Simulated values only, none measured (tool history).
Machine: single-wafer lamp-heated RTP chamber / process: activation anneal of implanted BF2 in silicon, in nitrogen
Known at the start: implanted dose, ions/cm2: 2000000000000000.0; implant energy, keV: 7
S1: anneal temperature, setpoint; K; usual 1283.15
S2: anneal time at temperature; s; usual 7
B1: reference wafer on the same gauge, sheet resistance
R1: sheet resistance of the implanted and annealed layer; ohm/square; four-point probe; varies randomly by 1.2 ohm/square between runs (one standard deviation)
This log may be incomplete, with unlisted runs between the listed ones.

run   hour       S1  S2      B1      R1
  1    0.0  1283.15   7  284.00  282.30
  2   46.1  1283.15   7  283.90  278.49
  3   55.1  1283.15   7  284.20  275.60
  4   72.7  1283.15   7  283.97  278.30
  5   79.6  1283.15   7  284.00  278.50
  6   89.6  1283.15   7  284.05  278.37
  7  102.1  1283.15   7  283.93  278.12
  8  113.2  1283.15   7  284.06  274.20
  9  123.1  1283.15   7  284.09  275.99
 10  132.0  1283.15   7  284.06  275.50
     142.5  -- pyrometer window cleaned and pyrometer calibrated
 11  149.4  1283.15   7  284.15  275.42
 12  165.1  1294.15   8  283.82  235.99

Estimate the outcome of run 13 from the log above:
 13  177.4  1302.15   9   ?   ?

{"run 13": {"B1": 284.12, "R1": 211.12}}
Minus the tool's unlogged condition, the same run would have read R1 226.45 ohm/square.

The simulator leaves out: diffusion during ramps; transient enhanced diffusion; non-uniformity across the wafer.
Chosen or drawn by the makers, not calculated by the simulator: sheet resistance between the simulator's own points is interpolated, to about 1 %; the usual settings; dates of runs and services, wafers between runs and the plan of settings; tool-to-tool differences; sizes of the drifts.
